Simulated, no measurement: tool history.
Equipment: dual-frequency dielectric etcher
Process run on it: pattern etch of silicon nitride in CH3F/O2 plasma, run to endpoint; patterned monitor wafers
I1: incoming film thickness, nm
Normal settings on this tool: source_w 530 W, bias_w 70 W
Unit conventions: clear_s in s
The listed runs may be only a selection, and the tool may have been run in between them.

{"run": 1, "hour": 0.0, "source_w": 530, "bias_w": 59, "I1": 84.4, "clear_s": 98.9}
{"run": 2, "hour": 14.8, "source_w": 530, "bias_w": 59, "I1": 84.4, "clear_s": 98.6}
{"run": 3, "hour": 23.2, "source_w": 530, "bias_w": 59, "I1": 84.5, "clear_s": 98.6}
{"run": 4, "hour": 38.7, "source_w": 630, "bias_w": 70, "I1": 84.7, "clear_s": 87.1}
{"run": 5, "hour": 50.1, "source_w": 530, "bias_w": 70, "I1": 84.3, "clear_s": 91.9}
{"run": 6, "hour": 65.2, "source_w": 530, "bias_w": 62, "I1": 84.3, "clear_s": 96.9}
{"run": 7, "hour": 81.8, "source_w": 620, "bias_w": 70, "I1": 85.1, "clear_s": 88.4}
{"run": 8, "hour": 94.2, "source_w": 530, "bias_w": 70, "I1": 84, "clear_s": 91.8}
{"run": 9, "hour": 103.5, "source_w": 530, "bias_w": 70, "I1": 84.3, "clear_s": 92.3}
{"run": 10, "hour": 113.9, "source_w": 530, "bias_w": 70, "I1": 85.3, "clear_s": 92.4}
{"run": 11, "hour": 120.4, "source_w": 570, "bias_w": 70, "I1": 84.8, "clear_s": 90.8}
{"run": 12, "hour": 174.2, "source_w": 610, "bias_w": 63, "I1": 85.6, "clear_s": 92.6}
{"hour": 204.7, "done": "wet clean of the chamber"}
{"hour": 205.5, "done": "bias power generator calibrated"}
{"hour": 211.4, "done": "upper electrode replaced"}
{"run": 13, "hour": 211.9, "source_w": 570, "bias_w": 70, "I1": 85.2, "clear_s": 90.5}
{"run": 14, "hour": 212.2, "source_w": 660, "bias_w": 75, "I1": 83.9, "clear_s": 82.4}
{"hour": 216.4, "done": "source power generator calibrated"}
{"run": 15, "hour": 218.4, "source_w": 530, "bias_w": 70, "I1": 85.1, "clear_s": 92.6}
{"run": 16, "hour": 231.7, "source_w": 400, "bias_w": 53, "I1": 84.8, "clear_s": 113.6}
{"run": 17, "hour": 243.0, "source_w": 630, "bias_w": 55, "I1": 84.9, "clear_s": 95.2}

What will run 18 give?
{"run": 18, "hour": 253.9, "source_w": 530, "bias_w": 60, "I1": 84.9, "clear_s": "?"}

clear_s: 98.5 s
Minus the tool's unlogged condition, the same run would have read clear_s 98.5 s.

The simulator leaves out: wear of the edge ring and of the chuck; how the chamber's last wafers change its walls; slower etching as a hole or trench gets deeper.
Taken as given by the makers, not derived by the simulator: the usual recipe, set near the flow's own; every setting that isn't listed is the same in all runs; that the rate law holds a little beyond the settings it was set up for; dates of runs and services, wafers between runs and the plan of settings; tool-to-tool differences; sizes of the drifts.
